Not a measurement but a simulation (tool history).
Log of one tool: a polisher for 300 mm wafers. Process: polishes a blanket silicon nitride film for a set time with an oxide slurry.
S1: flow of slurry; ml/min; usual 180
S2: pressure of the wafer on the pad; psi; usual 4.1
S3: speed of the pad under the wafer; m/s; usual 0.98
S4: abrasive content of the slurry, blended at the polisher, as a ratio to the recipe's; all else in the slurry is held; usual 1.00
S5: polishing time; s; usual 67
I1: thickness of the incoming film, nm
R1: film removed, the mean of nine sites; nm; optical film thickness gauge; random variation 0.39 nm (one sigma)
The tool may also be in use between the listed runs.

run   hour   S1   S2    S3    S4  S5     I1    R1
  1    0.0  180  4.1  0.98  1.00  67  500.8  41.2
      23.3  -- conditioning disc replaced and pad reconditioned
  2   26.8  180  4.1  0.98  1.00  67  499.7  42.6
     100.1  -- worn pad replaced by a new one
     114.6  -- slurry blender recalibrated
  3  126.4  180  4.1  0.98  1.00  67  497.7  41.4
     171.9  -- conditioning disc replaced and pad reconditioned
  4  180.7  180  4.1  0.98  1.00  67  503.4  41.4
  5  198.9  180  4.1  0.98  1.00  67  500.2  41.3
     206.2  -- worn pad replaced by a new one
  6  234.5  180  4.1  0.98  1.00  67  501.4  40.7
  7  254.4  180  4.1  0.98  1.00  67  500.2  41.1
  8  285.2  180  4.1  0.98  1.00  67  489.6  40.5
  9  307.7  180  4.1  0.98  1.00  67  498.2  41.0
 10  321.1  180  4.1  0.98  0.80  77  503.0  40.6
     326.7  -- worn pad replaced by a new one
     328.4  -- conditioning disc replaced and pad reconditioned
     335.1  -- slurry blender recalibrated
 11  355.2  180  4.1  0.98  1.00  67  493.2  40.4
 12  383.2  205  4.1  0.98  1.00  67  498.6  41.5
     391.3  -- slurry nozzle cleaned
     401.6  -- head pressure recalibrated
 13  416.3  180  4.1  0.98  1.00  67  503.4  42.2
 14  430.0  180  4.1  0.74  1.00  67  502.9  35.8
     441.8  -- worn pad replaced by a new one
 15  458.7  180  4.8  0.82  1.00  67  498.4  42.0
     466.0  -- conditioning disc replaced and pad reconditioned
 16  479.9  180  4.1  0.98  0.75  67  509.4  34.5
 17  493.4  180  4.1  0.98  1.00  67  496.6  42.0
 18  512.9  180  3.1  0.98  1.00  67  500.6  34.1
     534.7  -- worn pad replaced by a new one
     545.7  -- slurry blender recalibrated
 19  546.2  180  4.1  0.98  1.00  67  505.7  42.2

What the log doesn't show, run by run:
removal rate lost through wear of the pad, %: 0 in every run
deviation of the head's pressure from its setpoint, %: 0 in every run
abrasive missing from the slurry, %: 0 in every run
time polished since the conditioner stopped cutting, s: 0 in every run
H1: slurry flow missing at the pad, %
run    H1
  1  8.04
  2  9.03
  3  12.7
  4  14.7
  5  15.4
  6  16.7
  7  17.5
  8  18.6
  9  19.5
 10    20
 11  21.2
 12  22.3
 13  3.93
 14  4.44
 15   5.5
 16  6.29
 17  6.79
 18  7.52
 19  8.75

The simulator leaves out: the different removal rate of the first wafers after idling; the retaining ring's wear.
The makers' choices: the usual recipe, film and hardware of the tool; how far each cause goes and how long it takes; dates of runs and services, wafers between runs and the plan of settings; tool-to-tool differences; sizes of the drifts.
